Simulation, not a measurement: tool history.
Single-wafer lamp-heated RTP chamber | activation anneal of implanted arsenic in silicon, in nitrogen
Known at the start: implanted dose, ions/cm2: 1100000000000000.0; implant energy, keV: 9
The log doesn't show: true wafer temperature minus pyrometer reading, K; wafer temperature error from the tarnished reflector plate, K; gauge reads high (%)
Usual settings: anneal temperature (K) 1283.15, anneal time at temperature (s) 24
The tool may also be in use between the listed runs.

run,hour,anneal temperature (K),anneal time at temperature (s),wafers since the last listed run,wafers since the last pyrometer calibration,wafers since the reflector plate was cleaned,hours since the gauge calibration,"read-back reference wafer on the same gauge, sheet resistance",sheet resistance of the implanted and annealed layer (ohm/square)
1,0,1261.15,24,0,11721,509,674.5,140.75,139.09
# hour 21: pyrometer window cleaned and pyrometer calibrated
2,93.5,1283.15,24,1500,1272,2009,768,141.21,131.19
3,262.8,1283.15,24,2970,4242,4979,937.3,141,128.12
4,304.3,1283.15,24,728,4970,5707,978.8,141.27,127.79
5,386.9,1264.15,33,1449,6419,7156,1061.4,140.89,132.67
6,437.8,1264.15,33,893,7312,8049,1112.3,141,131.37
7,537.2,1264.15,33,1743,9056,9793,1211.7,140.64,128.59
# hour 592.8: reflector plate cleaned
8,625.1,1283.15,14,1401,10458,567,1299.6,141.1,140.57
9,704.9,1283.15,14,1400,11858,1967,1379.4,141.03,138.22
# hour 765.7: pyrometer window cleaned and pyrometer calibrated
10,804.9,1283.15,14,1614,687,3581,1479.4,140.84,146.2
11,852.3,1272.15,29,831,1518,4412,1526.8,140.91,134.15
12,929.3,1254.15,35,1350,2869,5763,1603.8,140.97,142.37
13,1049.7,1263.15,24,2112,4982,7875,1724.2,141.04,143.71
14,1118.5,1264.15,33,1207,6189,9083,1793,141.23,131.61
15,1188.4,1264.15,33,1226,7415,10309,1862.9,141.14,130.07
# hour 1232.4: reflector plate cleaned
16,1276.6,1301.15,24,1407,8822,774,1951.1,141.2,117.57
17,1374.9,1283.15,24,1724,10547,2499,2049.4,140.82,126.01
18,1420.9,1308.15,24,807,11354,3306,2095.4,140.87,112.69
# hour 1465.1: pyrometer window cleaned and pyrometer calibrated
19,1484.3,1259.15,28,971,337,4278,2158.8,140.88,144.97
20,1535,1300.15,37,889,1226,5167,2209.5,141.1,111.8
# hour 1537: gauge calibrated
21,1642.1,1283.15,10,1878,3105,7046,105.1,140.86,153.42
22,1713.6,1283.15,24,1254,4360,8301,176.6,140.65,129
23,1813.9,1271.15,24,1759,6119,10061,276.9,140.71,134.65
24,1869.8,1260.15,16,980,7100,11041,332.8,141.08,152.25
25,1934.5,1256.15,24,1135,8235,12176,397.5,141.05,143.97
# hour 2007.6: reflector plate cleaned
26,2008.1,1267.15,11,1150,9386,8,471.1,140.8,159.69
27,2081.3,1266.15,29,1284,10670,1292,544.3,140.79,134.23
# hour 2131: pyrometer window cleaned and pyrometer calibrated
28,2136.1,1308.15,18,821,89,2113,599.1,141.05,121.37
29,2242.6,1273.15,14,1868,1957,3981,705.6,141.02,152.07
30,2315.6,1283.15,24,1280,3238,5262,778.6,141.14,129.46
31,2392.3,1258.15,24,1345,4584,6608,855.3,141.19,149.15
32,2464.9,1308.15,29,1273,5857,7881,927.9,141.29,111.61
33,2514.7,1262.15,16,873,6731,8755,977.7,140.91,152.68
34,2565.8,1291.15,24,896,7628,9652,1028.8,141.2,121.88
35,2672,1261.15,11,1863,9491,11515,1135,140.88,158.67

Forecast each of these 5 alternatives for the next run:
A,2672.4,1283.15,24,7,9498,11522,1135.4,?,?
B,2672.4,1300.15,14,7,9498,11522,1135.4,?,?
C,2672.4,1303.15,34,7,9498,11522,1135.4,?,?
D,2672.4,1283.15,17,7,9498,11522,1135.4,?,?
E,2672.4,1292.15,10,7,9498,11522,1135.4,?,?

run,"read-back reference wafer on the same gauge, sheet resistance",sheet resistance of the implanted and annealed layer (ohm/square)
A,141.3,124.51
B,141.3,126.86
C,141.3,109.11
D,141.3,133.07
E,141.3,140.25
Without the tool's hidden state the same runs would have given:
run,sheet resistance of the implanted and annealed layer (ohm/square)
A,133.43
B,135.52
C,113.83
D,142.72
E,150.13
